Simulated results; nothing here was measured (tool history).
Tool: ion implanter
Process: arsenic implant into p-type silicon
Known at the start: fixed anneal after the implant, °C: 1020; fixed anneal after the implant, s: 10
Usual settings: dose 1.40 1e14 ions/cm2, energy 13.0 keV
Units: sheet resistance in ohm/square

run,hour,dose,energy,wafers since the last listed run,hours since the last dose calibration,hours since the extraction supply was calibrated,hours since the gauge calibration,"read-back reference wafer on the same gauge, sheet resistance",sheet resistance
1,0.0,1.26,13.0,0,1851.5,3734.9,443.8,530.32,643.48
2,31.6,1.26,13.0,598,1883.1,3766.5,475.4,530.16,643.38
3,53.2,1.40,13.0,408,1904.7,3788.1,497.0,529.95,593.95
4,67.6,1.40,13.0,272,1919.1,3802.5,511.4,529.64,597.23
5,92.3,1.40,13.0,467,1943.8,3827.2,536.1,530.09,595.91
6,107.2,1.40,13.0,282,1958.7,3842.1,551.0,530.27,594.56
7,133.3,1.40,13.0,494,1984.8,3868.2,577.1,530.29,595.60
8,158.9,1.72,13.0,484,2010.4,3893.8,602.7,529.96,509.91
9,194.0,1.72,13.0,664,2045.5,3928.9,637.8,530.50,511.17
10,226.2,1.40,13.0,609,2077.7,3961.1,670.0,529.70,594.69
# hour 259.5: Faraday cup replaced and dose calibrated
11,315.7,1.40,13.0,1542,56.2,4050.6,759.5,530.04,581.64
12,419.5,1.71,14.5,1964,160.0,4154.4,863.3,530.23,493.24
13,433.5,1.40,13.0,265,174.0,4168.4,877.3,530.50,580.22
14,451.1,1.71,17.5,333,191.6,4186.0,894.9,530.10,480.21
15,549.8,1.60,11.5,1868,290.3,4284.7,993.6,529.96,534.24
16,569.2,1.61,13.0,367,309.7,4304.1,1013.0,529.74,524.78
17,597.2,1.40,13.0,530,337.7,4332.1,1041.0,530.10,584.17
# hour 608.6: gauge calibrated
# hour 628.1: extraction supply calibrated
18,628.6,1.26,13.0,442,369.1,0.5,20.0,529.94,631.01
19,650.0,1.16,10.5,405,390.5,21.9,41.4,530.10,688.07
20,756.5,1.40,13.0,2016,497.0,128.4,147.9,530.26,580.54
21,775.4,1.20,13.0,357,515.9,147.3,166.8,530.32,651.17
22,799.0,1.13,13.0,446,539.5,170.9,190.4,530.81,681.63
23,833.6,1.40,13.0,654,574.1,205.5,225.0,529.81,581.99

The same runs without the tool's hidden state, with the same run-to-run variation:
The hidden state here: deviation of the true dose from the Faraday cup's reading, %; deviation of the true energy from its setpoint, %; gauge reads high (%).
run,sheet resistance
1,628.30
2,627.67
3,578.99
4,581.95
5,580.27
6,578.72
7,579.30
8,495.42
9,496.13
10,576.84
11,578.74
12,490.68
13,577.22
14,477.71
15,531.23
16,521.80
17,580.81
18,627.31
19,683.94
20,576.66
21,646.79
22,676.95
23,577.77

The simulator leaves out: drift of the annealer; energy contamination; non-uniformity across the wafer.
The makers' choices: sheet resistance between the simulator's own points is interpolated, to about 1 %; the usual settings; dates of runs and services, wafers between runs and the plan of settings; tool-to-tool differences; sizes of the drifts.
